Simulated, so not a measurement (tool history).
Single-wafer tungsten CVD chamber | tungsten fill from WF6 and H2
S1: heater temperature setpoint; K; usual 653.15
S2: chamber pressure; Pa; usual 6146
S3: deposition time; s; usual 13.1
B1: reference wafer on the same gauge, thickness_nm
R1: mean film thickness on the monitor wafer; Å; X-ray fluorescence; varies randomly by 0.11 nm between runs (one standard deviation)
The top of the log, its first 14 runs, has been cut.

| run | day | S1 | S2 | S3 | B1 | R1 |
|---|---|---|---|---|---|---|
| 15 | 32.992 | 664.15 | 6146 | 13.1 | 27.579 | 352.33 |
|  | 34.896 | thermocouple changed; heater temperature recalibrated |
| 16 | 35.025 | 653.15 | 6146 | 13.1 | 27.545 | 299.92 |
| 17 | 37.783 | 653.15 | 6146 | 15.1 | 27.621 | 347.27 |
| 18 | 39.454 | 653.15 | 6146 | 13.1 | 27.59 | 302.51 |
| 19 | 41.008 | 646.15 | 6146 | 13.1 | 27.559 | 262.16 |
| 20 | 42.292 | 648.15 | 5013 | 13.9 | 27.596 | 251.31 |
|  | 42.65 | showerhead replaced |
| 21 | 43.829 | 653.15 | 5533 | 11.5 | 27.604 | 245.89 |
| 22 | 45.775 | 640.15 | 6866 | 13.1 | 27.602 | 246.94 |
| 23 | 48.108 | 653.15 | 6146 | 13.1 | 27.591 | 299.98 |
| 24 | 50.862 | 653.15 | 4973 | 11.9 | 27.639 | 233.72 |
| 25 | 53.671 | 641.15 | 4826 | 15.3 | 27.609 | 233.9 |
| 26 | 55.338 | 661.15 | 7079 | 11.6 | 27.559 | 336.65 |

Expected results for the next run?
| 27 | 57.117 | 653.15 | 6146 | 13.1 | ? | ? |

{"run 27": {"B1": 27.615, "R1": 298.11}}
With no hidden state in the tool, this same run would have given R1 303.1 Å.

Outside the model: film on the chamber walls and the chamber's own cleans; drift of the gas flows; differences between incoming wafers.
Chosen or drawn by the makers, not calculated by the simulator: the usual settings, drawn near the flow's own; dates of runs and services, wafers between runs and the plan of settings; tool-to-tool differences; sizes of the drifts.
